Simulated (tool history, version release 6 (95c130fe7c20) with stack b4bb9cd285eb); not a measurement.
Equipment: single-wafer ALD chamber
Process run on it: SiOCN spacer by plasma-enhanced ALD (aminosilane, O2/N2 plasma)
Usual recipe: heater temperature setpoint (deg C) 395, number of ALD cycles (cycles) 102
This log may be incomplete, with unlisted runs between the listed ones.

| run | hour | heater temperature setpoint (deg C) | number of ALD cycles (cycles) | read-back reference wafer on the same gauge, thickness_nm | mean film thickness on the monitor wafer (nm) |
|---|---|---|---|---|---|
| 1 | 0 | 391 | 102 | 5.916 | 5.973 |
| 2 | 29.2 | 391 | 102 | 5.911 | 5.965 |
| 3 | 205.7 | 395 | 114 | 5.901 | 6.635 |
| 4 | 253.8 | 399 | 102 | 5.9 | 5.94 |
| 5 | 459 | 399 | 102 | 5.878 | 5.934 |
| 6 | 505.9 | 399 | 102 | 5.875 | 5.925 |
| 7 | 533.7 | 391 | 95 | 5.871 | 5.512 |
| 8 | 558 | 391 | 95 | 5.859 | 5.51 |
| 9 | 601.3 | 391 | 95 | 5.875 | 5.497 |
| 10 | 647.8 | 398 | 98 | 5.863 | 5.687 |
| 11 | 678 | 398 | 98 | 5.856 | 5.629 |
| 12 | 742.5 | 395 | 118 | 5.846 | 6.838 |
| 13 | 808 | 395 | 118 | 5.838 | 6.77 |
| 14 | 837.7 | 395 | 102 | 5.834 | 5.895 |
| 15 | 896.9 | 389 | 87 | 5.827 | 5.016 |
|  | 897.4 | gauge calibrated |
| 16 | 925.4 | 399 | 102 | 5.938 | 6 |
| 17 | 983.7 | 395 | 117 | 5.939 | 6.827 |
| 18 | 1023.3 | 395 | 122 | 5.944 | 7.171 |
| 19 | 1092.1 | 395 | 102 | 5.937 | 5.953 |
| 20 | 1161.2 | 395 | 102 | 5.93 | 5.983 |
| 21 | 1220.6 | 399 | 102 | 5.932 | 5.972 |
| 22 | 1308.1 | 395 | 102 | 5.929 | 5.941 |
| 23 | 1366.5 | 388 | 87 | 5.921 | 5.101 |
|  | 1399.3 | thermocouple changed; heater temperature recalibrated |
| 24 | 1399.8 | 380 | 92 | 5.931 | 5.394 |
| 25 | 1442.8 | 399 | 120 | 5.924 | 7.009 |
| 26 | 1511.2 | 399 | 83 | 5.916 | 4.841 |
| 27 | 1568.7 | 400 | 102 | 5.909 | 5.927 |
| 28 | 1593.6 | 395 | 122 | 5.911 | 7.134 |
| 29 | 1697.5 | 400 | 87 | 5.905 | 5.077 |
| 30 | 1837.5 | 395 | 97 | 5.881 | 5.635 |
| 31 | 1883.6 | 395 | 119 | 5.884 | 6.921 |

Difference, measured minus no-hidden-state, one row per run. Run-to-run variation is common to both terms; the gauge's own scatter need not be:
What the log doesn't record here: wafer temperature above the value expected at the setpoint (K); gauge reads high (%).
| run | mean film thickness on the monitor wafer (nm) |
|---|---|
| 1 | -0.014 |
| 2 | -0.016 |
| 3 | -0.03 |
| 4 | -0.031 |
| 5 | -0.05 |
| 6 | -0.055 |
| 7 | -0.055 |
| 8 | -0.057 |
| 9 | -0.061 |
| 10 | -0.069 |
| 11 | -0.073 |
| 12 | -0.099 |
| 13 | -0.108 |
| 14 | -0.099 |
| 15 | -0.092 |
| 16 | +0.008 |
| 17 | +0.009 |
| 18 | +0.008 |
| 19 | +0.006 |
| 20 | +0.004 |
| 21 | +0.002 |
| 22 | -0.002 |
| 23 | -0.004 |
| 24 | -0.007 |
| 25 | -0.011 |
| 26 | -0.011 |
| 27 | -0.019 |
| 28 | -0.026 |
| 29 | -0.026 |
| 30 | -0.043 |
| 31 | -0.058 |

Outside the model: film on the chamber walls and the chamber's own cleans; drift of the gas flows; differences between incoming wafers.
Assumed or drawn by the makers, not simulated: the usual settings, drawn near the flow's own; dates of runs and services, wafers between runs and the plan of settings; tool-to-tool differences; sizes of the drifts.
